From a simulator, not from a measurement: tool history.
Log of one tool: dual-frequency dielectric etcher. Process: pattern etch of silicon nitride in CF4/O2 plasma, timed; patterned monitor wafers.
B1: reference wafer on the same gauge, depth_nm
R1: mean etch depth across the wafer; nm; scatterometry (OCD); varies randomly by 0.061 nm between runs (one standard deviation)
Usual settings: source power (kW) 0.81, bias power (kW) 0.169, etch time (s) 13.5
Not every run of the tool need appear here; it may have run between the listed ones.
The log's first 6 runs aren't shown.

Run 7, hour 63.5: usual settings but bias power (kW) 0.205; B1 45.6. Result: R1 40.97 nm.
Run 8, hour 72.6: usual settings but source power (kW) 0.93, bias power (kW) 0.199, etch time (s) 12; B1 45.59. Result: R1 40.63 nm.
Run 9, hour 86.2: usual settings but source power (kW) 0.62, bias power (kW) 0.199, etch time (s) 10; B1 45.61. Result: R1 23.99 nm.
Run 10, hour 104.1: usual settings but source power (kW) 0.63, bias power (kW) 0.152, etch time (s) 15; B1 45.6. Result: R1 34.09 nm.
At hour 134.6: upper electrode replaced.
Run 11, hour 135.1: usual settings but source power (kW) 0.97, bias power (kW) 0.137; B1 45.59. Result: R1 43.26 nm.
Run 12, hour 135.4: usual settings but source power (kW) 0.7, etch time (s) 15.5; B1 45.6. Result: R1 39.46 nm.
Run 13, hour 147.3: usual settings but source power (kW) 1, bias power (kW) 0.139; B1 45.61. Result: R1 44.58 nm.
At hour 157.4: bias power generator calibrated.
At hour 160: source power generator calibrated.
Run 14, hour 160.5: usual settings; B1 45.58. Result: R1 40.33 nm.
Run 15, hour 172.3: usual settings; B1 45.59. Result: R1 40.5 nm.
Run 16, hour 187.2: usual settings but source power (kW) 0.9, bias power (kW) 0.202, etch time (s) 14.5; B1 45.6. Result: R1 49.62 nm.
Run 17, hour 197.2: usual settings but source power (kW) 0.66, bias power (kW) 0.185, etch time (s) 17; B1 45.57. Result: R1 43.65 nm.
Run 18, hour 211.5: usual settings but source power (kW) 0.66, bias power (kW) 0.191, etch time (s) 15; B1 45.61. Result: R1 38.77 nm.
Run 19, hour 226.8: usual settings but etch time (s) 11.5; B1 45.63. Result: R1 34.33 nm.
Run 20, hour 237.7: usual settings; B1 45.61. Result: R1 40.26 nm.
At hour 243.6: gauge calibrated.
Run 21, hour 277.5: usual settings; B1 45.6. Result: R1 40.16 nm.
Run 22, hour 290: usual settings but source power (kW) 0.65, bias power (kW) 0.148, etch time (s) 11; B1 45.6. Result: R1 26.21 nm.
Run 23, hour 303.3: usual settings; B1 45.63. Result: R1 40.04 nm.
Run 24, hour 317.5: usual settings but source power (kW) 0.98, bias power (kW) 0.183; B1 45.59. Result: R1 48.04 nm.
Run 25, hour 324.2: usual settings but etch time (s) 17; B1 45.61. Result: R1 50.4 nm.
Run 26, hour 339.1: usual settings but source power (kW) 0.65, etch time (s) 17; B1 45.61. Result: R1 41.62 nm.
Run 27, hour 353.6: usual settings but source power (kW) 0.64, etch time (s) 15.5; B1 45.64. Result: R1 37.53 nm.
Run 28, hour 360.8: usual settings but source power (kW) 0.86, bias power (kW) 0.146; B1 45.59. Result: R1 40.64 nm.
Run 29, hour 377.1: usual settings but source power (kW) 0.87; B1 45.6. Result: R1 42.33 nm.
At hour 411.1: wet clean of the chamber.
Run 30, hour 411.6: usual settings but source power (kW) 0.73, bias power (kW) 0.199, etch time (s) 14.5; B1 45.6. Result: R1 41.2 nm.
Run 31, hour 411.9: usual settings but etch time (s) 9.5; B1 45.62. Result: R1 28.37 nm.

Here are 3 independent what-if runs from the current tool condition. What would each one return?
Run A, hour 412.3: usual settings but source power (kW) 0.7; B1 ?. Result: R1 ?.
Run B, hour 412.3: usual settings but etch time (s) 11; B1 ?. Result: R1 ?.
Run C, hour 412.3: usual settings but bias power (kW) 0.207, etch time (s) 10.5; B1 ?. Result: R1 ?.

run     B1     R1
  A  45.62   35.5
  B  45.62  32.76
  C  45.62  32.92
Take away the tool's hidden state, keep each run's random variation, and the runs would have read:
run     R1
  A  35.81
  B  33.04
  C  33.21
